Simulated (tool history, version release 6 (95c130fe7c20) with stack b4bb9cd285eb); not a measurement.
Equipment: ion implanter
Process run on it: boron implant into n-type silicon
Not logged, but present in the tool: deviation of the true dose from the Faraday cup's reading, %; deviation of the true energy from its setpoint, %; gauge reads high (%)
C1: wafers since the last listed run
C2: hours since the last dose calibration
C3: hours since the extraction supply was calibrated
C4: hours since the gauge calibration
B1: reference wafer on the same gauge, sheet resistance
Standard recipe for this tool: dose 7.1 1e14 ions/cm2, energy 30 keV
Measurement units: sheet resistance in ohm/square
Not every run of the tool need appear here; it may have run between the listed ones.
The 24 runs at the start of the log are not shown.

At hour 278.4: gauge calibrated.
Run 25, hour 284.3: usual settings but energy 24.5 keV; C1 165; C2 49.9; C3 2799; C4 5.9; B1 166.91. Result: sheet resistance 151.19 ohm/square.
Run 26, hour 291.3: usual settings but dose 5.58 1e14 ions/cm2, energy 20 keV; C1 110; C2 56.9; C3 2806; C4 12.9; B1 166.96. Result: sheet resistance 189.58 ohm/square.
Run 27, hour 304.6: usual settings but dose 6.16 1e14 ions/cm2, energy 25 keV; C1 209; C2 70.2; C3 2819.3; C4 26.2; B1 166.89. Result: sheet resistance 169.49 ohm/square.
Run 28, hour 320.1: usual settings but energy 36 keV; C1 243; C2 85.7; C3 2834.8; C4 41.7; B1 166.98. Result: sheet resistance 144.41 ohm/square.
At hour 334.8: extraction supply calibrated.
Run 29, hour 335.3: usual settings but dose 9.12 1e14 ions/cm2, energy 33.5 keV; C1 113; C2 100.9; C3 0.5; C4 56.9; B1 167.08. Result: sheet resistance 118.63 ohm/square.
Run 30, hour 335.6: usual settings; C1 4; C2 101.2; C3 0.8; C4 57.2; B1 166.97. Result: sheet resistance 148.18 ohm/square.
Run 31, hour 350.2: usual settings but dose 7.94 1e14 ions/cm2; C1 229; C2 115.8; C3 15.4; C4 71.8; B1 167.11. Result: sheet resistance 133.5 ohm/square.
Run 32, hour 364.7: usual settings but energy 24 keV; C1 228; C2 130.3; C3 29.9; C4 86.3; B1 167.11. Result: sheet resistance 149.96 ohm/square.
Run 33, hour 378.9: usual settings but dose 5.6 1e14 ions/cm2, energy 24.5 keV; C1 223; C2 144.5; C3 44.1; C4 100.5; B1 167.07. Result: sheet resistance 183.36 ohm/square.
Run 34, hour 422.7: usual settings but dose 9.04 1e14 ions/cm2, energy 24 keV; C1 688; C2 188.3; C3 87.9; C4 144.3; B1 167.03. Result: sheet resistance 121.52 ohm/square.
Run 35, hour 457.3: usual settings but dose 9.14 1e14 ions/cm2, energy 22.5 keV; C1 544; C2 222.9; C3 122.5; C4 178.9; B1 166.97. Result: sheet resistance 120.58 ohm/square.
Run 36, hour 474.7: usual settings; C1 273; C2 240.3; C3 139.9; C4 196.3; B1 166.98. Result: sheet resistance 145.9 ohm/square.
Run 37, hour 490: usual settings; C1 240; C2 255.6; C3 155.2; C4 211.6; B1 167.05. Result: sheet resistance 145.27 ohm/square.

4 ways to go on from here, each from the tool as it stands after run 37. What would each give?
Run A, hour 490.4: usual settings but energy 38 keV; C1 6; C2 256; C3 155.6; C4 212; B1 ?. Result: sheet resistance ?.
Run B, hour 490.4: usual settings but energy 26 keV; C1 6; C2 256; C3 155.6; C4 212; B1 ?. Result: sheet resistance ?.
Run C, hour 490.4: usual settings but dose 6.2 1e14 ions/cm2, energy 37 keV; C1 6; C2 256; C3 155.6; C4 212; B1 ?. Result: sheet resistance ?.
Run D, hour 490.4: usual settings but dose 6.08 1e14 ions/cm2; C1 6; C2 256; C3 155.6; C4 212; B1 ?. Result: sheet resistance ?.

run      B1  sheet resistance
  A  166.89            142.77
  B  166.89            147.96
  C  166.89            159.96
  D  166.89            166.22
With no hidden state in the tool, these same runs would have given:
run  sheet resistance
  A            145.71
  B            151.15
  C            163.27
  D            169.72
